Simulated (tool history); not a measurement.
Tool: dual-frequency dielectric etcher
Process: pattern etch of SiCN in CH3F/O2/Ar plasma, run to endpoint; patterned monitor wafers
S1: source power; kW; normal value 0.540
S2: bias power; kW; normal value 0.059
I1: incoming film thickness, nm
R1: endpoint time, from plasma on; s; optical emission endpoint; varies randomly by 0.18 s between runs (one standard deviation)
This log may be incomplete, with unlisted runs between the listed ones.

| run | day | S1 | S2 | I1 | R1 |
|---|---|---|---|---|---|
| 1 | 0.000 | 0.540 | 0.065 | 10.12 | 21.8 |
| 2 | 1.338 | 0.540 | 0.065 | 10.05 | 21.7 |
| 3 | 2.217 | 0.540 | 0.059 | 10.09 | 21.9 |
| 4 | 2.879 | 0.540 | 0.059 | 10.01 | 21.9 |
| 5 | 3.717 | 0.540 | 0.059 | 10.08 | 21.6 |
| 6 | 4.950 | 0.540 | 0.059 | 10.17 | 22.3 |
| 7 | 5.929 | 0.540 | 0.059 | 10.22 | 22.5 |
| 8 | 6.754 | 0.540 | 0.059 | 10.01 | 22.0 |
| 9 | 7.738 | 0.540 | 0.059 | 10.10 | 21.9 |
| 10 | 8.288 | 0.540 | 0.059 | 10.04 | 21.5 |
|  | 11.892 | wet clean of the chamber |
| 11 | 12.021 | 0.540 | 0.059 | 10.16 | 22.8 |
| 12 | 13.517 | 0.540 | 0.059 | 10.16 | 22.3 |
| 13 | 14.062 | 0.540 | 0.059 | 10.15 | 22.6 |
| 14 | 17.333 | 0.540 | 0.052 | 10.12 | 22.7 |
|  | 19.421 | upper electrode replaced |
| 15 | 19.442 | 0.640 | 0.066 | 10.14 | 19.5 |
| 16 | 19.721 | 0.540 | 0.059 | 10.03 | 22.2 |
| 17 | 20.625 | 0.420 | 0.055 | 10.08 | 26.3 |
| 18 | 21.142 | 0.640 | 0.069 | 10.07 | 19.3 |
| 19 | 22.492 | 0.670 | 0.052 | 10.11 | 19.9 |
|  | 23.025 | source power generator calibrated |
| 20 | 23.875 | 0.540 | 0.059 | 10.13 | 22.3 |
|  | 24.229 | bias power generator calibrated |
| 21 | 26.921 | 0.500 | 0.050 | 10.17 | 23.8 |
| 22 | 27.971 | 0.400 | 0.046 | 10.06 | 28.4 |
| 23 | 28.700 | 0.590 | 0.071 | 10.12 | 19.6 |
| 24 | 30.117 | 0.540 | 0.059 | 10.12 | 21.6 |
| 25 | 30.688 | 0.540 | 0.059 | 10.12 | 21.8 |
| 26 | 31.508 | 0.670 | 0.069 | 10.10 | 18.4 |
|  | 32.512 | wet clean of the chamber |
| 27 | 32.533 | 0.540 | 0.074 | 10.12 | 21.6 |

Here are 4 independent what-if runs from the current tool condition. What would each one return?
| A | 32.550 | 0.540 | 0.059 | 10.13 | ? |
| B | 32.550 | 0.590 | 0.073 | 10.13 | ? |
| C | 32.550 | 0.540 | 0.066 | 10.13 | ? |
| D | 32.550 | 0.450 | 0.066 | 10.13 | ? |

| run | R1 |
|---|---|
| A | 22.9 |
| B | 20.7 |
| C | 22.3 |
| D | 25.1 |
With no hidden state in the tool, these same runs would have given:
| run | R1 |
|---|---|
| A | 22.9 |
| B | 20.7 |
| C | 22.3 |
| D | 25.1 |

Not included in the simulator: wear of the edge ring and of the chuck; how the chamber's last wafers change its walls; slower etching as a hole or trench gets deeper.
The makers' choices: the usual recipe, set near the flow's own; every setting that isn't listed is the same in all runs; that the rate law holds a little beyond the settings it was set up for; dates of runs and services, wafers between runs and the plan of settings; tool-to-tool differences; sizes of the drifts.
